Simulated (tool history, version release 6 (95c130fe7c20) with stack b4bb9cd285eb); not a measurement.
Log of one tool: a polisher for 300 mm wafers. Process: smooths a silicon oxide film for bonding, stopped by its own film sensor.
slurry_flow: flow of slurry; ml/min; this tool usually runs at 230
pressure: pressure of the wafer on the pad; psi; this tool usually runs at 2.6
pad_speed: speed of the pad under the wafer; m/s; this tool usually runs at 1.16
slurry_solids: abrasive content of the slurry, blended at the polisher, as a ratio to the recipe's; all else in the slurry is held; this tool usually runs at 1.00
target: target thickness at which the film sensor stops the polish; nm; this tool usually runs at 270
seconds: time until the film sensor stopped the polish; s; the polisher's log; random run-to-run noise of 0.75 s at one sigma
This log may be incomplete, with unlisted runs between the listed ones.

run	day	slurry_flow	pressure	pad_speed	slurry_solids	target	incoming thickness of the incoming film, nm	seconds
1	0.000	230	2.4	1.16	1.00	270	305.0	40.2
2	1.400	230	2.4	1.16	1.00	270	309.1	46.2
3	2.029	230	2.4	1.16	1.00	270	309.1	45.6
4	3.142	230	2.6	1.16	1.00	270	306.1	39.7
# day 3.567: slurry blender recalibrated
5	3.921	230	2.6	1.16	1.00	270	313.6	42.4
6	5.112	230	2.6	1.16	1.00	267	311.5	45.2
7	6.129	230	2.6	1.16	1.00	267	309.9	43.2
# day 6.621: worn pad replaced by a new one
8	6.771	230	3.0	1.16	1.00	270	310.2	35.8
9	7.400	230	1.9	1.16	1.00	270	311.5	58.2
10	8.833	230	1.9	1.16	1.00	270	313.1	61.6
11	10.233	230	1.9	1.16	1.00	270	314.5	65.5
# day 11.279: slurry blender recalibrated
12	11.300	230	2.6	1.00	1.00	270	306.1	39.8
# day 11.867: slurry nozzle cleaned
13	12.058	230	2.6	1.00	1.00	270	311.7	44.3
# day 13.142: worn pad replaced by a new one
14	13.162	290	2.6	1.16	1.00	270	303.7	33.2
15	14.108	290	2.2	0.80	1.00	265	310.3	71.6
16	14.692	230	2.6	1.34	0.85	270	315.6	46.3
17	15.858	205	2.6	1.16	1.00	270	312.4	44.3
18	17.158	230	2.6	1.16	1.00	270	308.3	39.7
19	17.692	290	3.0	1.16	1.00	259	310.9	45.9
20	18.950	290	3.1	1.16	0.85	264	312.7	45.4
# day 19.604: slurry blender recalibrated
21	19.754	230	2.6	1.16	1.20	266	303.8	33.5
# day 20.083: head pressure recalibrated
22	20.279	230	2.6	1.16	1.00	270	310.8	41.2
# day 20.667: worn pad replaced by a new one
23	21.421	230	2.6	1.16	1.30	270	310.2	36.9

Run 24 has not been measured yet. What should we expect?
24	22.388	230	2.6	1.46	1.00	270	309.8	?

seconds: 34.6 s
Take away the tool's hidden state, keep the run-to-run variation as it was, and the same run would have given seconds 31.8 s.

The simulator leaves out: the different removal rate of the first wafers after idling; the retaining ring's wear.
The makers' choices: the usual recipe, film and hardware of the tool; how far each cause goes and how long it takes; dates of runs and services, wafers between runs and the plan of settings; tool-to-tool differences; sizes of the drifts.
